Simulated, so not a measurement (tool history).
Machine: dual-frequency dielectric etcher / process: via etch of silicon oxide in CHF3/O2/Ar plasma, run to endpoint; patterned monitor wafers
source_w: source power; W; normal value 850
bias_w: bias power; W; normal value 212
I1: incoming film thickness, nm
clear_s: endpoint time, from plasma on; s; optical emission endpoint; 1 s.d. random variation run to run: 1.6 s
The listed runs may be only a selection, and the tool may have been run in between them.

run 1 hour=0 | source_w=790 bias_w=212 | I1=651 | clear_s=258.8
run 2 hour=17.3 | source_w=790 bias_w=212 | I1=642.8 | clear_s=253.7
run 3 hour=46 | source_w=790 bias_w=212 | I1=640.2 | clear_s=253.5
-- hour=63.2 source power generator calibrated
run 4 hour=74 | source_w=960 bias_w=212 | I1=640.6 | clear_s=241.6
run 5 hour=102.7 | source_w=960 bias_w=212 | I1=647.9 | clear_s=244.1
run 6 hour=124.5 | source_w=800 bias_w=212 | I1=648.1 | clear_s=255.7
-- hour=184.7 wet clean of the chamber
-- hour=221.2 bias power generator calibrated
-- hour=235.9 upper electrode replaced
run 7 hour=236.4 | source_w=800 bias_w=212 | I1=648.9 | clear_s=255.2
run 8 hour=236.8 | source_w=850 bias_w=212 | I1=645.3 | clear_s=250.2
run 9 hour=267.5 | source_w=710 bias_w=212 | I1=647.8 | clear_s=263.6
run 10 hour=287.5 | source_w=910 bias_w=164 | I1=650.8 | clear_s=279.4
run 11 hour=303.4 | source_w=850 bias_w=212 | I1=644.7 | clear_s=251
run 12 hour=317.4 | source_w=850 bias_w=212 | I1=643.5 | clear_s=252.6
run 13 hour=334.4 | source_w=650 bias_w=177 | I1=646.6 | clear_s=291.8
run 14 hour=353.5 | source_w=670 bias_w=186 | I1=649.4 | clear_s=286.1
run 15 hour=374.2 | source_w=850 bias_w=212 | I1=638.2 | clear_s=248.2
run 16 hour=407.3 | source_w=760 bias_w=246 | I1=649.9 | clear_s=246.4
run 17 hour=423.1 | source_w=950 bias_w=233 | I1=648.3 | clear_s=238
run 18 hour=495.4 | source_w=850 bias_w=239 | I1=649 | clear_s=239.8
run 19 hour=524.1 | source_w=950 bias_w=233 | I1=642 | clear_s=231.9
run 20 hour=544.2 | source_w=950 bias_w=246 | I1=641.4 | clear_s=227.9
run 21 hour=569.1 | source_w=740 bias_w=247 | I1=643.7 | clear_s=240.7
run 22 hour=597.9 | source_w=850 bias_w=212 | I1=642 | clear_s=249
run 23 hour=631.9 | source_w=680 bias_w=212 | I1=652.5 | clear_s=270
run 24 hour=660.5 | source_w=850 bias_w=173 | I1=645.2 | clear_s=273.2
run 25 hour=693.3 | source_w=980 bias_w=212 | I1=640.8 | clear_s=239.6
-- hour=733 wet clean of the chamber
run 26 hour=733.5 | source_w=930 bias_w=236 | I1=641.2 | clear_s=231.3
run 27 hour=751.5 | source_w=940 bias_w=212 | I1=645.8 | clear_s=244.5
run 28 hour=789.2 | source_w=1030 bias_w=243 | I1=643 | clear_s=226.2
run 29 hour=807.9 | source_w=850 bias_w=212 | I1=648.4 | clear_s=254.3
run 30 hour=835.4 | source_w=740 bias_w=212 | I1=635.5 | clear_s=258.7
run 31 hour=850.2 | source_w=1020 bias_w=261 | I1=646.2 | clear_s=219.6
run 32 hour=881.5 | source_w=850 bias_w=246 | I1=645.8 | clear_s=237.7
run 33 hour=912 | source_w=850 bias_w=212 | I1=648 | clear_s=252.8
run 34 hour=939.4 | source_w=980 bias_w=263 | I1=640.4 | clear_s=219.2

Each row is a separate what-if for the run after 34, all from the same tool condition, not one after another. Results?
run A hour=939.9 | source_w=850 bias_w=235 | I1=638.1 | clear_s=?
run B hour=939.9 | source_w=1040 bias_w=188 | I1=638.1 | clear_s=?
run C hour=939.9 | source_w=780 bias_w=251 | I1=638.1 | clear_s=?
run D hour=939.9 | source_w=990 bias_w=255 | I1=638.1 | clear_s=?
run E hour=939.9 | source_w=960 bias_w=160 | I1=638.1 | clear_s=?

run=A clear_s=237.8
run=B clear_s=247
run=C clear_s=236.5
run=D clear_s=220.4
run=E clear_s=270.4
With no hidden state in the tool, these same runs would have given:
run=A clear_s=237.8
run=B clear_s=247
run=C clear_s=236.5
run=D clear_s=220.4
run=E clear_s=270.4
